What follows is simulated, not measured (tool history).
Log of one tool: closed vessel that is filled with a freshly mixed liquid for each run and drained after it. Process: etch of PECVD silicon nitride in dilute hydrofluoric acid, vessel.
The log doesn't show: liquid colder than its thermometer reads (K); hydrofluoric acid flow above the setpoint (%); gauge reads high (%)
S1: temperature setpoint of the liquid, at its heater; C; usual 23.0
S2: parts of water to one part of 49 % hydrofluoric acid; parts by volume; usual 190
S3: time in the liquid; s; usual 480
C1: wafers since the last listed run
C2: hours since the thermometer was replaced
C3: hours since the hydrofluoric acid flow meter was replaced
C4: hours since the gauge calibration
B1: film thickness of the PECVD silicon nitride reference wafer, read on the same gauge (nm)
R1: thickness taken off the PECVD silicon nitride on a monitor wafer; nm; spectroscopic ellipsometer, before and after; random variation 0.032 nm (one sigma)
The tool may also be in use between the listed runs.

| run | hour | S1 | S2 | S3 | C1 | C2 | C3 | C4 | B1 | R1 |
|---|---|---|---|---|---|---|---|---|---|---|
| 1 | 0.0 | 23.0 | 170 | 655 | 0 | 568.9 | 1819.1 | 241.3 | 119.989 | 6.956 |
| 2 | 15.1 | 23.0 | 170 | 655 | 1068 | 584.0 | 1834.2 | 256.4 | 120.012 | 6.927 |
|  | 27.4 | gauge calibrated |
| 3 | 29.0 | 23.0 | 170 | 655 | 984 | 597.9 | 1848.1 | 1.6 | 119.985 | 6.871 |
| 4 | 45.2 | 23.0 | 190 | 480 | 1146 | 614.1 | 1864.3 | 17.8 | 119.975 | 4.569 |
| 5 | 53.3 | 23.0 | 190 | 480 | 573 | 622.2 | 1872.4 | 25.9 | 120.000 | 4.525 |
| 6 | 62.8 | 23.0 | 190 | 480 | 672 | 631.7 | 1881.9 | 35.4 | 119.988 | 4.551 |
| 7 | 75.0 | 23.0 | 190 | 480 | 863 | 643.9 | 1894.1 | 47.6 | 119.984 | 4.615 |
| 8 | 88.1 | 23.0 | 190 | 480 | 927 | 657.0 | 1907.2 | 60.7 | 120.036 | 4.577 |
| 9 | 97.7 | 23.0 | 190 | 480 | 679 | 666.6 | 1916.8 | 70.3 | 120.013 | 4.640 |
| 10 | 104.0 | 23.0 | 190 | 670 | 445 | 672.9 | 1923.1 | 76.6 | 120.013 | 6.475 |
|  | 115.6 | thermometer replaced |
| 11 | 149.9 | 23.0 | 190 | 670 | 3178 | 34.3 | 1969.0 | 122.5 | 119.985 | 6.447 |
| 12 | 163.1 | 23.0 | 190 | 480 | 934 | 47.5 | 1982.2 | 135.7 | 120.010 | 4.593 |
| 13 | 169.6 | 23.0 | 190 | 480 | 460 | 54.0 | 1988.7 | 142.2 | 120.005 | 4.600 |
| 14 | 180.7 | 23.0 | 190 | 480 | 785 | 65.1 | 1999.8 | 153.3 | 120.008 | 4.579 |
| 15 | 190.0 | 23.0 | 190 | 480 | 658 | 74.4 | 2009.1 | 162.6 | 120.000 | 4.551 |
| 16 | 207.0 | 21.0 | 125 | 605 | 1203 | 91.4 | 2026.1 | 179.6 | 120.005 | 7.715 |
| 17 | 219.9 | 23.0 | 230 | 620 | 913 | 104.3 | 2039.0 | 192.5 | 119.996 | 4.914 |
| 18 | 235.8 | 25.0 | 190 | 570 | 1125 | 120.2 | 2054.9 | 208.4 | 119.976 | 6.245 |
| 19 | 253.6 | 23.0 | 190 | 480 | 1260 | 138.0 | 2072.7 | 226.2 | 120.013 | 4.572 |
|  | 261.6 | hydrofluoric acid flow meter replaced |
| 20 | 270.6 | 23.0 | 275 | 375 | 1132 | 155.0 | 9.0 | 243.2 | 120.007 | 2.265 |
| 21 | 277.3 | 21.0 | 280 | 620 | 474 | 161.7 | 15.7 | 249.9 | 120.011 | 3.284 |
| 22 | 288.1 | 21.5 | 100 | 270 | 764 | 172.5 | 26.5 | 260.7 | 120.012 | 3.993 |
|  | 290.1 | gauge calibrated |
| 23 | 304.5 | 23.0 | 190 | 480 | 1160 | 188.9 | 42.9 | 14.4 | 120.018 | 4.180 |
| 24 | 317.2 | 23.0 | 230 | 480 | 899 | 201.6 | 55.6 | 27.1 | 119.996 | 3.455 |
| 25 | 332.0 | 28.0 | 160 | 480 | 1047 | 216.4 | 70.4 | 41.9 | 120.009 | 6.942 |
| 26 | 341.2 | 25.5 | 190 | 215 | 651 | 225.6 | 79.6 | 51.1 | 119.981 | 2.230 |
| 27 | 355.5 | 25.5 | 275 | 640 | 1012 | 239.9 | 93.9 | 65.4 | 119.998 | 4.497 |
| 28 | 370.1 | 23.0 | 190 | 480 | 1033 | 254.5 | 108.5 | 80.0 | 120.014 | 4.216 |
| 29 | 387.9 | 23.0 | 145 | 480 | 1260 | 272.3 | 126.3 | 97.8 | 119.997 | 5.440 |
| 30 | 394.3 | 23.0 | 190 | 480 | 453 | 278.7 | 132.7 | 104.2 | 120.018 | 4.240 |
| 31 | 403.7 | 25.5 | 125 | 690 | 665 | 288.1 | 142.1 | 113.6 | 119.987 | 10.742 |
| 32 | 417.1 | 23.0 | 190 | 480 | 948 | 301.5 | 155.5 | 127.0 | 120.017 | 4.193 |
| 33 | 426.9 | 23.0 | 265 | 560 | 693 | 311.3 | 165.3 | 136.8 | 119.999 | 3.548 |

Some steps in R1 between neighbouring runs. How much of each would the tool show without its hidden state too (settings, what came in, random variation), and how much is left for the hidden state, with any gauge scatter that isn't in both results?
Run 15 -> 16: S1 23.0 -> 21.0, S2 190 -> 125, S3 480 -> 605. R1 +3.164 nm: hidden state +0.360, all else +2.804.
Run 16 -> 17: S1 21.0 -> 23.0, S2 125 -> 230, S3 605 -> 620. R1 -2.801 nm: hidden state -0.312, all else -2.489.
Run 19 -> 20: S2 190 -> 275, S3 480 -> 375, hydrofluoric acid flow meter replaced. R1 -2.307 nm: hidden state -0.481, all else -1.826.
Run 25 -> 26: S1 28.0 -> 25.5, S2 160 -> 190, S3 480 -> 215. R1 -4.712 nm: hidden state -0.131, all else -4.581.
Run 30 -> 31: S1 23.0 -> 25.5, S2 190 -> 125, S3 480 -> 690. R1 +6.502 nm: hidden state +0.211, all else +6.291.
Run 31 -> 32: S1 25.5 -> 23.0, S2 125 -> 190, S3 690 -> 480. R1 -6.549 nm: hidden state -0.207, all else -6.342.
